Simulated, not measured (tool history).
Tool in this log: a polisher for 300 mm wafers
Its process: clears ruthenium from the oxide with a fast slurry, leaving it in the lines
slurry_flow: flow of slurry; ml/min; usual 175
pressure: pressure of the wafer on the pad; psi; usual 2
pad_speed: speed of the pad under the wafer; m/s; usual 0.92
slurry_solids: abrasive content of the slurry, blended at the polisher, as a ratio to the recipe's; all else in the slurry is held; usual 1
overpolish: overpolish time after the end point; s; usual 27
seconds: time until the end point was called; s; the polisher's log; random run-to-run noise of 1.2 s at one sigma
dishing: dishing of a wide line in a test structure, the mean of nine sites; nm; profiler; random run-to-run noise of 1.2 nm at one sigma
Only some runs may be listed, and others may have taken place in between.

| run | day | slurry_flow | pressure | pad_speed | slurry_solids | overpolish | incoming thickness of the incoming film, nm | seconds | dishing |
|---|---|---|---|---|---|---|---|---|---|
| 1 | 0 | 175 | 2 | 0.92 | 1 | 27 | 188.2 | 79.3 | 56.9 |
|  | 1.617 | worn pad replaced by a new one |
| 2 | 2.317 | 175 | 2 | 0.92 | 1 | 27 | 192.8 | 79 | 54.1 |
| 3 | 4.138 | 175 | 2 | 0.92 | 1 | 27 | 189.6 | 78.1 | 55.9 |
|  | 4.421 | slurry blender recalibrated |
| 4 | 5.762 | 175 | 2 | 0.92 | 1 | 27 | 189.8 | 79 | 57.4 |
| 5 | 7.792 | 145 | 2 | 0.92 | 1.1 | 27 | 191 | 78.4 | 54.8 |
| 6 | 11.808 | 175 | 2 | 0.92 | 1 | 27 | 189.8 | 76.4 | 56.5 |
| 7 | 13.5 | 175 | 1.6 | 0.92 | 1 | 27 | 192.4 | 95.8 | 45.8 |
|  | 14.425 | worn pad replaced by a new one |
|  | 15.671 | slurry blender recalibrated |
|  | 16.167 | slurry nozzle cleaned |
| 8 | 16.238 | 175 | 1.6 | 0.92 | 1 | 27 | 190.6 | 97 | 47.8 |
| 9 | 17.779 | 175 | 1.6 | 0.92 | 1 | 27 | 191.2 | 95.7 | 47.7 |
| 10 | 20.292 | 175 | 2.2 | 0.92 | 1 | 27 | 189 | 69.6 | 62 |
| 11 | 22.404 | 175 | 2 | 0.78 | 1 | 27 | 188.6 | 88 | 50 |
| 12 | 24.825 | 175 | 2 | 0.92 | 1 | 31 | 191.4 | 73.3 | 66.8 |
|  | 25.85 | worn pad replaced by a new one |
|  | 26.175 | slurry blender recalibrated |
|  | 27.25 | head pressure recalibrated |
| 13 | 27.583 | 175 | 1.6 | 0.74 | 1.2 | 18 | 189.3 | 114.6 | 26.9 |
| 14 | 31.096 | 175 | 2 | 0.92 | 1 | 27 | 192.1 | 80.1 | 56.2 |
| 15 | 33.458 | 150 | 2 | 0.92 | 1 | 12 | 190.1 | 82.7 | 25.7 |
| 16 | 37.667 | 150 | 2.6 | 0.92 | 1.1 | 12 | 189 | 60.9 | 32.8 |
|  | 39.2 | worn pad replaced by a new one |
|  | 39.358 | slurry blender recalibrated |
| 17 | 41.421 | 175 | 2 | 0.92 | 1 | 27 | 190.7 | 78.8 | 54.8 |
| 18 | 43.454 | 175 | 2.4 | 0.92 | 1 | 27 | 190.6 | 65.1 | 65.3 |
|  | 43.621 | slurry nozzle cleaned |
| 19 | 45.354 | 175 | 2 | 0.92 | 1 | 27 | 194 | 79.3 | 54.5 |
| 20 | 49.608 | 175 | 1.7 | 0.92 | 1 | 40 | 188.2 | 89.5 | 66.4 |
| 21 | 51.946 | 175 | 2 | 0.92 | 1 | 27 | 186.9 | 75.6 | 52.6 |
|  | 52.375 | worn pad replaced by a new one |
|  | 52.829 | slurry blender recalibrated |
| 22 | 55.821 | 175 | 2 | 0.92 | 0.9 | 20 | 191.9 | 79.8 | 41.4 |
| 23 | 57.592 | 175 | 2 | 0.62 | 1 | 35 | 187.6 | 112.8 | 51.1 |
| 24 | 59.196 | 175 | 2 | 0.68 | 0.85 | 27 | 190 | 110.4 | 41.7 |

Branching from run 24: 3 alternative next runs. What would each branch give?
| A | 59.217 | 175 | 2 | 0.92 | 1 | 27 | 187.4 | ? | ? |
| B | 59.217 | 175 | 2 | 0.74 | 0.9 | 32 | 187.4 | ? | ? |
| C | 59.217 | 175 | 2.3 | 0.74 | 1 | 27 | 187.4 | ? | ? |

| run | seconds | dishing |
|---|---|---|
| A | 74.6 | 56.1 |
| B | 96.6 | 51.9 |
| C | 80.7 | 52.3 |
Without the tool's unlogged condition, the same runs would have read:
| run | seconds | dishing |
|---|---|---|
| A | 78 | 53.9 |
| B | 100.9 | 49.9 |
| C | 84.3 | 50.4 |

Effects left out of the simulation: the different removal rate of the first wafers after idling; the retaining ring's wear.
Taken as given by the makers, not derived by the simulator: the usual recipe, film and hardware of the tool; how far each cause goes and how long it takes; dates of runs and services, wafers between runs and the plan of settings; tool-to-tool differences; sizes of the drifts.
